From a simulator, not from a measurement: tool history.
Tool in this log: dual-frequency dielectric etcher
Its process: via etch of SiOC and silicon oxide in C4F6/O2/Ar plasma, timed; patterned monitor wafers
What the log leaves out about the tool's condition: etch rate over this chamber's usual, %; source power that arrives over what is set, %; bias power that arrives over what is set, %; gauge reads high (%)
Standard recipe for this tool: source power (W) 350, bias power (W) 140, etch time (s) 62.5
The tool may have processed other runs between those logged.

run     day  source power (W)  bias power (W)  etch time (s)  wafers since the last listed run  hours since the last wet clean  hours since the last source power generator calibration  hours since the last bias power generator calibration  hours since the last upper electrode change  hours since the gauge calibration  read-back reference wafer on the same gauge, depth_nm  mean etch depth across the wafer (angstrom)
  1       0               350             140           62.5                                 0                           152.6                                                     2605                                                 1885.8                                       2276.5                             1122.8                                                   56.3                                          584
  2   1.733               350             140           62.5                               387                           194.2                                                   2646.6                                                 1927.4                                       2318.1                             1164.4                                                   56.4                                          586
  3   3.983               350             140           62.5                               502                           248.2                                                   2700.6                                                 1981.4                                       2372.1                             1218.4                                                   56.5                                          590
  4   6.329               350             140           62.5                               524                           304.5                                                   2756.9                                                 2037.7                                       2428.4                             1274.7                                                   56.4                                          591
      8.062  -- wet clean of the chamber
  5   8.083               350             140           62.5                               168                             0.5                                                     2799                                                 2079.8                                       2470.5                             1316.8                                                   56.4                                          577
  6   9.296               300             140             77                               270                            29.6                                                   2828.1                                                 2108.9                                       2499.6                             1345.9                                                   56.4                                          679
     11.117  -- upper electrode replaced
  7  11.254               300             140             77                               214                            76.6                                                   2875.1                                                 2155.9                                          3.3                             1392.9                                                   56.4                                          683
  8  13.704               350             140           62.5                               547                           135.4                                                   2933.9                                                 2214.7                                         62.1                             1451.7                                                   56.4                                          584
  9  16.129               350             140           62.5                               541                           193.6                                                   2992.1                                                 2272.9                                        120.3                             1509.9                                                   56.4                                          587
 10  17.929               350             140           62.5                               402                           236.8                                                   3035.3                                                 2316.1                                        163.5                             1553.1                                                   56.5                                          585
 11  19.108               350             140           62.5                               263                           265.1                                                   3063.6                                                 2344.4                                        191.8                             1581.4                                                   56.4                                          592
 12  21.958               350             140           62.5                               636                           333.5                                                     3132                                                 2412.8                                        260.2                             1649.8                                                   56.4                                          593
 13  23.867               430             125           62.5                               426                           379.3                                                   3177.8                                                 2458.6                                          306                             1695.6                                                   56.5                                          601
     25.458  -- wet clean of the chamber
 14  26.392               350             161           62.5                               340                            22.4                                                   3238.4                                                 2519.2                                        366.6                             1756.2                                                   56.4                                          620
 15  27.538               350             111             45                               256                            49.9                                                   3265.9                                                 2546.7                                        394.1                             1783.7                                                   56.5                                          372
 16    29.9               430             117           45.5                               527                           106.6                                                   3322.6                                                 2603.4                                        450.8                             1840.4                                                   56.4                                          412
     30.621  -- bias power generator calibrated
 17  31.817               380             105             49                               391                           152.6                                                   3368.6                                                   28.7                                        496.8                             1886.4                                                   56.3                                          399
     33.058  -- gauge calibrated
 18  33.312               350             140           62.5                               334                           188.5                                                   3404.5                                                   64.6                                        532.7                                6.1                                                   56.4                                          574
     35.962  -- source power generator calibrated
 19  36.275               420             114           62.5                               624                           259.6                                                      7.5                                                  135.7                                        603.8                               77.2                                                   56.4                                          546
 20  37.912               430             153           62.5                               365                           298.9                                                     46.8                                                    175                                        643.1                              116.5                                                   56.5                                          644
 21  39.579               440             140           62.5                               372                           338.9                                                     86.8                                                    215                                        683.1                              156.5                                                   56.4                                          620
 22  41.338               310             140           62.5                               392                           381.1                                                      129                                                  257.2                                        725.3                              198.7                                                   56.4                                          563
     44.358  -- wet clean of the chamber
 23  44.379               270             140             49                               456                             0.5                                                      202                                                  330.2                                        798.3                              271.7                                                   56.4                                          412
 24  45.871               410             126           62.5                               333                            36.3                                                    237.8                                                    366                                        834.1                              307.5                                                   56.5                                          566
 25  46.996               350             140           62.5                               251                            63.3                                                    264.8                                                    393                                        861.1                              334.5                                                   56.4                                          567
 26  49.175               350             120           62.5                               486                           115.6                                                    317.1                                                  445.3                                        913.4                              386.8                                                   56.4                                          528
 27  51.196               350             140           62.5                               451                           164.1                                                    365.6                                                  493.8                                        961.9                              435.3                                                   56.3                                          575
 28  54.025               350             111           62.5                               632                             232                                                    433.5                                                  561.7                                       1029.8                              503.2                                                   56.4                                          514
 29  55.192               350             140           62.5                               260                             260                                                    461.5                                                  589.7                                       1057.8                              531.2                                                   56.4                                          578
 30  56.933               280             109           46.5                               389                           301.8                                                    503.3                                                  631.5                                       1099.6                                573                                                   56.5                                          354

For each run, what was the tool's unlogged condition?
source power that arrives over what is set, %: 0 at every run
gauge reads high (%): 0 at every run
H1: etch rate over this chamber's usual, %
H2: bias power that arrives over what is set, %
run      H1       H2
  1    1.59     3.46
  2     1.9     3.54
  3    2.29     3.64
  4     2.7     3.75
  5   0.164     3.83
  6   0.376     3.88
  7    0.72     3.97
  8    1.15     4.08
  9    1.57     4.19
 10    1.89     4.27
 11     2.1     4.33
 12     2.6     4.46
 13    2.93     4.54
 14   0.208     4.66
 15   0.409     4.71
 16   0.824     4.81
 17    1.16   -0.498
 18    1.42   -0.431
 19    1.94   -0.297
 20    2.23   -0.223
 21    2.52   -0.147
 22    2.83  -0.0679
 23  0.0667   0.0696
 24   0.328    0.137
 25   0.526    0.188
 26   0.908    0.286
 27    1.26    0.378
 28    1.76    0.506
 29    1.96    0.558
 30    2.27    0.637
